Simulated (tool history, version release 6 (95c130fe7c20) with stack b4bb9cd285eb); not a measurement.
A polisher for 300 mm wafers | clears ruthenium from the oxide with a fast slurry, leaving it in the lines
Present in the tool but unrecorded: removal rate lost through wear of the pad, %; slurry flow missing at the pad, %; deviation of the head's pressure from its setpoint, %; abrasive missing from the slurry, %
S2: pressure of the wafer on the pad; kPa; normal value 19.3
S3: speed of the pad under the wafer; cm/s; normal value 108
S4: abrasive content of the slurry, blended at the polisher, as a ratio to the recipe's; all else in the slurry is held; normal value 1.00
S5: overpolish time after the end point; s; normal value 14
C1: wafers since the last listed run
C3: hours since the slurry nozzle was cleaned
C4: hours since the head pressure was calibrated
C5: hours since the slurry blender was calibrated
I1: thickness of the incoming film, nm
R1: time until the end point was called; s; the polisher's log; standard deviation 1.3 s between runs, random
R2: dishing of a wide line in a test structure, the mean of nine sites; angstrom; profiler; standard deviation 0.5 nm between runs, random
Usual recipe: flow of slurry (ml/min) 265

run 1 day=0.000 | flow_of_slurry_(ml/min)=290 S2=19.3 S3=108 S4=0.90 S5=14 | C1=0 wafers_polished_on_this_pad=63 C3=620.0 C4=11.8 C5=238.8 | I1=278.0 | R1=84.5 R2=365
run 2 day=0.504 | flow_of_slurry_(ml/min)=290 S2=19.3 S3=108 S4=0.90 S5=14 | C1=131 wafers_polished_on_this_pad=194 C3=632.1 C4=23.9 C5=250.9 | I1=283.2 | R1=82.5 R2=366
run 3 day=0.988 | flow_of_slurry_(ml/min)=265 S2=19.3 S3=108 S4=1.00 S5=14 | C1=125 wafers_polished_on_this_pad=320 C3=643.7 C4=35.5 C5=262.5 | I1=276.4 | R1=80.0 R2=375
run 4 day=1.650 | flow_of_slurry_(ml/min)=265 S2=15.9 S3=108 S4=1.00 S5=14 | C1=172 wafers_polished_on_this_pad=493 C3=659.6 C4=51.4 C5=278.4 | I1=280.8 | R1=95.1 R2=329
run 5 day=2.229 | flow_of_slurry_(ml/min)=265 S2=19.3 S3=108 S4=1.00 S5=14 | C1=150 wafers_polished_on_this_pad=643 C3=673.5 C4=65.3 C5=292.3 | I1=278.2 | R1=84.1 R2=377
run 6 day=2.833 | flow_of_slurry_(ml/min)=265 S2=19.3 S3=108 S4=1.00 S5=14 | C1=157 wafers_polished_on_this_pad=801 C3=688.0 C4=79.8 C5=306.8 | I1=283.7 | R1=84.3 R2=370
run 7 day=3.550 | flow_of_slurry_(ml/min)=265 S2=19.3 S3=108 S4=1.00 S5=16 | C1=186 wafers_polished_on_this_pad=987 C3=705.2 C4=97.0 C5=324.0 | I1=281.0 | R1=82.8 R2=408
-- day=4.488 worn pad replaced by a new one
run 8 day=5.267 | flow_of_slurry_(ml/min)=265 S2=19.3 S3=108 S4=1.00 S5=16 | C1=403 wafers_polished_on_this_pad=202 C3=746.4 C4=138.2 C5=365.2 | I1=278.4 | R1=82.7 R2=414
run 9 day=5.542 | flow_of_slurry_(ml/min)=265 S2=19.3 S3=96 S4=1.00 S5=14 | C1=71 wafers_polished_on_this_pad=274 C3=753.0 C4=144.8 C5=371.8 | I1=274.7 | R1=94.5 R2=323
run 10 day=5.925 | flow_of_slurry_(ml/min)=190 S2=19.3 S3=108 S4=1.25 S5=14 | C1=99 wafers_polished_on_this_pad=373 C3=762.2 C4=154.0 C5=381.0 | I1=280.7 | R1=78.3 R2=385
-- day=6.138 slurry nozzle cleaned
run 11 day=6.662 | flow_of_slurry_(ml/min)=265 S2=16.5 S3=120 S4=1.00 S5=14 | C1=181 wafers_polished_on_this_pad=554 C3=12.6 C4=171.7 C5=398.7 | I1=277.3 | R1=81.7 R2=358
run 12 day=7.112 | flow_of_slurry_(ml/min)=225 S2=15.2 S3=108 S4=1.00 S5=14 | C1=117 wafers_polished_on_this_pad=672 C3=23.4 C4=182.5 C5=409.5 | I1=283.0 | R1=105.7 R2=300
run 13 day=7.375 | flow_of_slurry_(ml/min)=265 S2=19.3 S3=126 S4=1.00 S5=14 | C1=68 wafers_polished_on_this_pad=740 C3=29.7 C4=188.8 C5=415.8 | I1=283.4 | R1=71.2 R2=414
run 14 day=7.729 | flow_of_slurry_(ml/min)=265 S2=14.5 S3=108 S4=1.00 S5=14 | C1=92 wafers_polished_on_this_pad=832 C3=38.2 C4=197.3 C5=424.3 | I1=275.0 | R1=103.1 R2=301
run 15 day=8.308 | flow_of_slurry_(ml/min)=265 S2=19.3 S3=108 S4=1.15 S5=14 | C1=150 wafers_polished_on_this_pad=983 C3=52.1 C4=211.2 C5=438.2 | I1=280.8 | R1=75.9 R2=378
-- day=8.512 worn pad replaced by a new one
run 16 day=8.829 | flow_of_slurry_(ml/min)=265 S2=19.3 S3=108 S4=1.00 S5=7 | C1=92 wafers_polished_on_this_pad=82 C3=64.6 C4=223.7 C5=450.7 | I1=281.9 | R1=85.0 R2=193
run 17 day=9.367 | flow_of_slurry_(ml/min)=265 S2=25.5 S3=108 S4=1.00 S5=14 | C1=139 wafers_polished_on_this_pad=221 C3=77.5 C4=236.6 C5=463.6 | I1=282.4 | R1=68.3 R2=432
-- day=9.688 slurry blender recalibrated
run 18 day=9.708 | flow_of_slurry_(ml/min)=190 S2=19.3 S3=108 S4=1.10 S5=14 | C1=67 wafers_polished_on_this_pad=289 C3=85.7 C4=244.8 C5=0.5 | I1=276.2 | R1=68.9 R2=425
run 19 day=10.442 | flow_of_slurry_(ml/min)=265 S2=19.3 S3=108 S4=1.00 S5=14 | C1=190 wafers_polished_on_this_pad=480 C3=103.3 C4=262.4 C5=18.1 | I1=282.7 | R1=72.3 R2=412
run 20 day=10.800 | flow_of_slurry_(ml/min)=265 S2=17.2 S3=86 S4=1.15 S5=14 | C1=93 wafers_polished_on_this_pad=573 C3=111.9 C4=271.0 C5=26.7 | I1=276.8 | R1=90.1 R2=330
run 21 day=11.204 | flow_of_slurry_(ml/min)=265 S2=19.3 S3=108 S4=1.00 S5=14 | C1=105 wafers_polished_on_this_pad=678 C3=121.6 C4=280.7 C5=36.4 | I1=280.0 | R1=72.7 R2=407
run 22 day=11.796 | flow_of_slurry_(ml/min)=265 S2=19.3 S3=108 S4=1.00 S5=19 | C1=154 wafers_polished_on_this_pad=832 C3=135.8 C4=294.9 C5=50.6 | I1=282.7 | R1=76.2 R2=536
run 23 day=12.279 | flow_of_slurry_(ml/min)=265 S2=13.8 S3=108 S4=1.00 S5=14 | C1=125 wafers_polished_on_this_pad=958 C3=147.4 C4=306.5 C5=62.2 | I1=280.6 | R1=94.6 R2=328
-- day=12.933 worn pad replaced by a new one
run 24 day=12.954 | flow_of_slurry_(ml/min)=180 S2=19.3 S3=118 S4=1.15 S5=20 | C1=132 wafers_polished_on_this_pad=4 C3=163.6 C4=322.7 C5=78.4 | I1=278.2 | R1=68.2 R2=583
run 25 day=13.296 | flow_of_slurry_(ml/min)=265 S2=26.2 S3=128 S4=0.80 S5=7 | C1=88 wafers_polished_on_this_pad=93 C3=171.8 C4=330.9 C5=86.6 | I1=279.2 | R1=56.1 R2=286
run 26 day=13.667 | flow_of_slurry_(ml/min)=265 S2=19.3 S3=78 S4=1.00 S5=14 | C1=96 wafers_polished_on_this_pad=190 C3=180.7 C4=339.8 C5=95.5 | I1=279.6 | R1=106.4 R2=300
run 27 day=14.238 | flow_of_slurry_(ml/min)=265 S2=19.3 S3=108 S4=1.00 S5=14 | C1=148 wafers_polished_on_this_pad=339 C3=194.4 C4=353.5 C5=109.2 | I1=280.5 | R1=76.1 R2=397
run 28 day=14.954 | flow_of_slurry_(ml/min)=265 S2=19.3 S3=108 S4=1.00 S5=11 | C1=186 wafers_polished_on_this_pad=525 C3=211.6 C4=370.7 C5=126.4 | I1=279.5 | R1=74.3 R2=315
run 29 day=15.442 | flow_of_slurry_(ml/min)=265 S2=16.5 S3=108 S4=1.10 S5=14 | C1=126 wafers_polished_on_this_pad=652 C3=223.3 C4=382.4 C5=138.1 | I1=276.9 | R1=82.2 R2=368

4 options for the next run, each taken on its own from the tool as it stands now. Forecast them:
run A day=15.458 | flow_of_slurry_(ml/min)=265 S2=19.3 S3=108 S4=1.30 S5=14 | C1=4 wafers_polished_on_this_pad=656 C3=223.7 C4=382.8 C5=138.5 | I1=281.1 | R1=? R2=?
run B day=15.458 | flow_of_slurry_(ml/min)=265 S2=19.3 S3=108 S4=1.00 S5=18 | C1=4 wafers_polished_on_this_pad=656 C3=223.7 C4=382.8 C5=138.5 | I1=281.1 | R1=? R2=?
run C day=15.458 | flow_of_slurry_(ml/min)=235 S2=19.3 S3=140 S4=1.00 S5=14 | C1=4 wafers_polished_on_this_pad=656 C3=223.7 C4=382.8 C5=138.5 | I1=281.1 | R1=? R2=?
run D day=15.458 | flow_of_slurry_(ml/min)=320 S2=19.3 S3=108 S4=1.00 S5=14 | C1=4 wafers_polished_on_this_pad=656 C3=223.7 C4=382.8 C5=138.5 | I1=281.1 | R1=? R2=?

run=A R1=69.9 R2=418
run=B R1=77.9 R2=474
run=C R1=61.0 R2=471
run=D R1=76.5 R2=387
Without the tool's unlogged condition, the same runs would have read:
run=A R1=64.2 R2=450
run=B R1=70.8 R2=514
run=C R1=55.4 R2=511
run=D R1=69.5 R2=421
